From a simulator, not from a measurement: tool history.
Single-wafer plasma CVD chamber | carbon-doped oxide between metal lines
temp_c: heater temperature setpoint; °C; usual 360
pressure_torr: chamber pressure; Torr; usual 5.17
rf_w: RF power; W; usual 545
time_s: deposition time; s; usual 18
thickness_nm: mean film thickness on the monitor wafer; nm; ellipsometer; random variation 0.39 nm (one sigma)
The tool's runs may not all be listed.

run     day  temp_c  pressure_torr  rf_w  time_s  wafers since the last listed run  hours since the last thermocouple change  hours since the last RF generator calibration  hours since the last manometer calibration  hours since the showerhead was replaced  hours since the gauge calibration  read-back reference wafer on the same gauge, thickness_nm  thickness_nm
  1       0     360           5.17   590      18                                 0                                     360.9                                          552.9                                      1050.8                                   3488.3                              617.5                                                    109.596       105.503
  2   3.229     360           5.17   590      18                              2866                                     438.4                                          630.4                                      1128.3                                   3565.8                                695                                                    109.505       104.438
  3   5.371     360           5.17   590      18                              1901                                     489.8                                          681.8                                      1179.7                                   3617.2                              746.4                                                    109.561       104.875
  4   7.442     360           5.17   545      18                              1838                                     539.5                                          731.5                                      1229.4                                   3666.9                              796.1                                                    109.578        98.185
  5   9.721     360           5.17   545      18                              2023                                     594.2                                          786.2                                      1284.1                                   3721.6                              850.8                                                    109.615        97.553
  6  12.075     360           5.17   545      18                              2089                                     650.7                                          842.7                                      1340.6                                   3778.1                              907.3                                                    109.452        98.108
  7  14.738     360           5.17   545    18.8                              2363                                     714.6                                          906.6                                      1404.5                                     3842                              971.2                                                    109.483       101.457
     15.575  -- gauge calibrated
  8  17.329     360           5.17   545    18.8                              2300                                     776.8                                          968.8                                      1466.7                                   3904.2                               42.1                                                    109.527        102.05
  9  19.792     360           5.17   480      18                              2185                                     835.9                                         1027.9                                      1525.8                                   3963.3                              101.2                                                    109.446        87.016
 10  22.712     360           5.17   480      18                              2592                                       906                                           1098                                      1595.9                                   4033.4                              171.3                                                     109.47        86.272
 11  25.642     360           5.17   480      18                              2600                                     976.3                                         1168.3                                      1666.2                                   4103.7                              241.6                                                    109.397        87.254
 12  29.583     360           5.17   545      18                              3499                                    1070.9                                         1262.9                                      1760.8                                   4198.3                              336.2                                                    109.462        97.573
 13  38.738     360           5.17   545    20.6                              8126                                    1290.6                                         1482.6                                      1980.5                                     4418                              555.9                                                    109.603       111.417
     40.383  -- thermocouple changed; heater temperature recalibrated
 14  41.529     353           6.15   510      18                              2182                                      27.5                                         1549.6                                      2047.5                                     4485                              622.9                                                    109.447        96.508
 15  45.267     360           5.17   490    15.6                              3317                                     117.2                                         1639.3                                      2137.2                                   4574.7                              712.6                                                    109.629        76.749
 16  48.467     369           5.17   590      18                              2840                                       194                                         1716.1                                        2214                                   4651.5                              789.4                                                    109.632       102.419
     50.717  -- showerhead replaced
     50.929  -- RF generator calibrated
     52.783  -- gauge calibrated
 17  52.783     360           5.17   545      18                              3347                                     297.6                                           44.5                                      2317.6                                     49.6                                  0                                                    109.556        97.911
 18  57.229     360           5.17   545      18                              3946                                     404.3                                          151.2                                      2424.3                                    156.3                              106.7                                                    109.478        97.717
     57.771  -- capacitance manometer re-zeroed and calibrated
 19  60.525     352           5.17   545      18                              2629                                     483.4                                          230.3                                        66.1                                    235.4                              185.8                                                    109.454       100.304
 20  63.038     346           4.63   545    15.2                              2230                                     543.7                                          290.6                                       126.4                                    295.7                              246.1                                                    109.502        84.804
 21  67.033     364           4.05   615    16.6                              3547                                     639.6                                          386.5                                       222.3                                    391.6                                342                                                    109.613        95.504
 22   72.65     354           6.14   545      18                              4985                                     774.4                                          521.3                                       357.1                                    526.4                              476.8                                                    109.449       101.624

The tool's hidden state at each run:
wafer temperature above the value expected at the setpoint (K): 0 in every run
delivered RF power above the setpoint (%): 0 in every run
true pressure above the setpoint (%): 0 in every run
gauge reads high (%): 0 in every run

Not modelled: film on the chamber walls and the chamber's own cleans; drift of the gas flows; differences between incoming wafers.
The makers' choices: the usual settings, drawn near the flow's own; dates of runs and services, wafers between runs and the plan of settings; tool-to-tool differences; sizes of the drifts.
